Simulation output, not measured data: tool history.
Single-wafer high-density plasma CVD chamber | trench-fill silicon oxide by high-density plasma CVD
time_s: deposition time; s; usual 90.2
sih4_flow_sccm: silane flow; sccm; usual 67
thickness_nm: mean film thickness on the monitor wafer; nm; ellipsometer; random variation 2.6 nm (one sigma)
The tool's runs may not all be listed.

| run | hour | time_s | sih4_flow_sccm | wafers since the last listed run | hours since the silane flow controller was replaced | hours since the gauge calibration | read-back reference wafer on the same gauge, thickness_nm | thickness_nm |
|---|---|---|---|---|---|---|---|---|
| 1 | 0 | 90.2 | 67 | 0 | 2431.7 | 811.8 | 452.586 | 571.938 |
| 2 | 36.3 | 90.2 | 67 | 470 | 2468 | 848.1 | 453.167 | 564.689 |
| 3 | 115.7 | 95.7 | 67 | 1028 | 2547.4 | 927.5 | 453.187 | 596.939 |
| 4 | 218.4 | 95.7 | 67 | 1330 | 2650.1 | 1030.2 | 452.36 | 601.175 |
| 5 | 299.7 | 95.7 | 67 | 1052 | 2731.4 | 1111.5 | 453.102 | 608.43 |
| 6 | 356 | 90.2 | 61 | 729 | 2787.7 | 1167.8 | 452.636 | 533.646 |
| 7 | 434.6 | 90.2 | 67 | 1017 | 2866.3 | 1246.4 | 452.726 | 568.457 |
| 8 | 500.2 | 90.2 | 67 | 849 | 2931.9 | 1312 | 453.543 | 568.638 |
| 9 | 571.5 | 90.2 | 67 | 923 | 3003.2 | 1383.3 | 452.718 | 572.189 |
| 10 | 670.2 | 90.2 | 67 | 1278 | 3101.9 | 1482 | 452.962 | 579.506 |
| 11 | 714.5 | 90.2 | 67 | 573 | 3146.2 | 1526.3 | 453.34 | 574.705 |
| 12 | 796.7 | 90.2 | 62 | 1064 | 3228.4 | 1608.5 | 453.103 | 545.177 |
| 13 | 895.2 | 90.2 | 62 | 1275 | 3326.9 | 1707 | 452.648 | 547.647 |
| 14 | 942.1 | 90.2 | 67 | 607 | 3373.8 | 1753.9 | 452.851 | 577.064 |
|  | 976.2 | gauge calibrated |
| 15 | 1027.5 | 90.2 | 67 | 1106 | 3459.2 | 51.3 | 453.273 | 572.841 |
| 16 | 1130.8 | 90.2 | 67 | 1337 | 3562.5 | 154.6 | 453.357 | 573.347 |
| 17 | 1218.5 | 90.2 | 57 | 1135 | 3650.2 | 242.3 | 452.195 | 516.506 |
| 18 | 1284.2 | 90.2 | 57 | 850 | 3715.9 | 308 | 453.162 | 519.302 |
| 19 | 1366.5 | 90.2 | 57 | 1065 | 3798.2 | 390.3 | 452.636 | 522.144 |
| 20 | 1470.7 | 79.3 | 54 | 1349 | 3902.4 | 494.5 | 453.474 | 441.12 |
| 21 | 1530.9 | 73.1 | 67 | 779 | 3962.6 | 554.7 | 452.815 | 477.751 |
| 22 | 1585 | 95.7 | 54 | 700 | 4016.7 | 608.8 | 452.931 | 531.024 |
|  | 1632.7 | silane flow controller replaced |
| 23 | 1646 | 90.2 | 62 | 686 | 13.3 | 669.8 | 452.696 | 518.084 |
| 24 | 1753 | 104.5 | 75 | 1385 | 120.3 | 776.8 | 453.502 | 688.812 |
| 25 | 1844.4 | 94.9 | 67 | 1183 | 211.7 | 868.2 | 452.793 | 575.81 |
| 26 | 1919 | 79.3 | 67 | 966 | 286.3 | 942.8 | 453.21 | 481.688 |
| 27 | 2010.7 | 102.3 | 72 | 1187 | 378 | 1034.5 | 453.191 | 651.626 |
| 28 | 2182.1 | 90.2 | 57 | 2219 | 549.4 | 1205.9 | 453.047 | 491.272 |
| 29 | 2237.4 | 90.2 | 79 | 716 | 604.7 | 1261.2 | 453.71 | 614.71 |
| 30 | 2297 | 90.2 | 67 | 771 | 664.3 | 1320.8 | 453.017 | 544.917 |
| 31 | 2334 | 98.2 | 75 | 479 | 701.3 | 1357.8 | 453.116 | 649.578 |
| 32 | 2426.1 | 90.2 | 67 | 1192 | 793.4 | 1449.9 | 452.794 | 550.007 |
|  | 2469.5 | gauge calibrated |
| 33 | 2495.1 | 90.2 | 67 | 893 | 862.4 | 25.6 | 452.885 | 548.732 |
| 34 | 2552.7 | 90.2 | 67 | 745 | 920 | 83.2 | 452.864 | 546.896 |
| 35 | 2619.2 | 82.5 | 76 | 861 | 986.5 | 149.7 | 452.365 | 550.146 |
| 36 | 2683.2 | 104.6 | 79 | 828 | 1050.5 | 213.7 | 453.172 | 720.824 |
| 37 | 2771.5 | 99.9 | 56 | 1143 | 1138.8 | 302 | 452.433 | 537.913 |
| 38 | 2831.3 | 78.7 | 61 | 774 | 1198.6 | 361.8 | 453.057 | 444.66 |

What the log doesn't show, run by run:
gauge reads high (%): 0 in every run
H1: delivered silane flow above the setpoint (%)
| run | H1 |
|---|---|
| 1 | 3.61 |
| 2 | 3.7 |
| 3 | 3.89 |
| 4 | 4.14 |
| 5 | 4.35 |
| 6 | 4.5 |
| 7 | 4.71 |
| 8 | 4.9 |
| 9 | 5.1 |
| 10 | 5.39 |
| 11 | 5.52 |
| 12 | 5.77 |
| 13 | 6.08 |
| 14 | 6.23 |
| 15 | 6.51 |
| 16 | 6.86 |
| 17 | 7.16 |
| 18 | 7.4 |
| 19 | 7.69 |
| 20 | 8.08 |
| 21 | 8.3 |
| 22 | 8.51 |
| 23 | -0.825 |
| 24 | -0.818 |
| 25 | -0.804 |
| 26 | -0.786 |
| 27 | -0.757 |
| 28 | -0.68 |
| 29 | -0.65 |
| 30 | -0.614 |
| 31 | -0.589 |
| 32 | -0.523 |
| 33 | -0.469 |
| 34 | -0.419 |
| 35 | -0.359 |
| 36 | -0.296 |
| 37 | -0.203 |
| 38 | -0.136 |
